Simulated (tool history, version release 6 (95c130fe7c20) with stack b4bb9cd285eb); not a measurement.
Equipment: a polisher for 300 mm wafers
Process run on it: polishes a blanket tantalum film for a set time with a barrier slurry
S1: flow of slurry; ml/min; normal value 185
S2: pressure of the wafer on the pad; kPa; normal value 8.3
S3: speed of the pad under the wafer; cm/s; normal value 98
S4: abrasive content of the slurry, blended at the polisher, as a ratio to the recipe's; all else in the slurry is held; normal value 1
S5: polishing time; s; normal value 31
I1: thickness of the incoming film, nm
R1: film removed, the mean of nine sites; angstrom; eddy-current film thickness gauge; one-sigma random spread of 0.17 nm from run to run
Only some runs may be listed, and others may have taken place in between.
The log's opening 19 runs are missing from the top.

run    hour   S1   S2   S3    S4  S5     I1   R1
 20  1353.3  185  9.7   98     1  25  177.9  237
     1387.2  -- worn pad replaced by a new one
 21  1431.8  185  8.3  116     1  27  182.8  278
 22  1482.2  185  8.3   98  0.85  31  179.8  262
     1528.6  -- head pressure recalibrated
 23  1587.7  185  9.7   98     1  25    176  245
 24    1686  185  8.3   98     1  31  179.4  259
 25  1735.6  185    9   98     1  36  182.6  328
 26  1799.3  185  8.3   98     1  31    177  263
     1836.6  -- slurry nozzle cleaned
     1849.2  -- slurry blender recalibrated
 27  1871.2  230  8.3   98   0.9  31  180.7  262
 28  1934.2  185  8.3   98     1  31    178  259
     1951.5  -- worn pad replaced by a new one
 29  2007.1  165  8.3   98     1  31  180.2  265
 30  2068.8  185  8.3   98   1.1  21  180.9  183

Predict each of these 4 candidate next runs independently; none follows another, all start after run 30:
  A  2069.2  185  8.3  98    1  26  180.8   ?
  B  2069.2  185  7.6  98    1  27  180.8   ?
  C  2069.2  185  8.3  98  1.3  31  180.8   ?
  D  2069.2  185   11  84    1  31  180.8   ?

run   R1
  A  225
  B  217
  C  282
  D  298
Stripped of hidden state, with their random variation kept, the same runs would have yielded:
run   R1
  A  229
  B  220
  C  287
  D  303

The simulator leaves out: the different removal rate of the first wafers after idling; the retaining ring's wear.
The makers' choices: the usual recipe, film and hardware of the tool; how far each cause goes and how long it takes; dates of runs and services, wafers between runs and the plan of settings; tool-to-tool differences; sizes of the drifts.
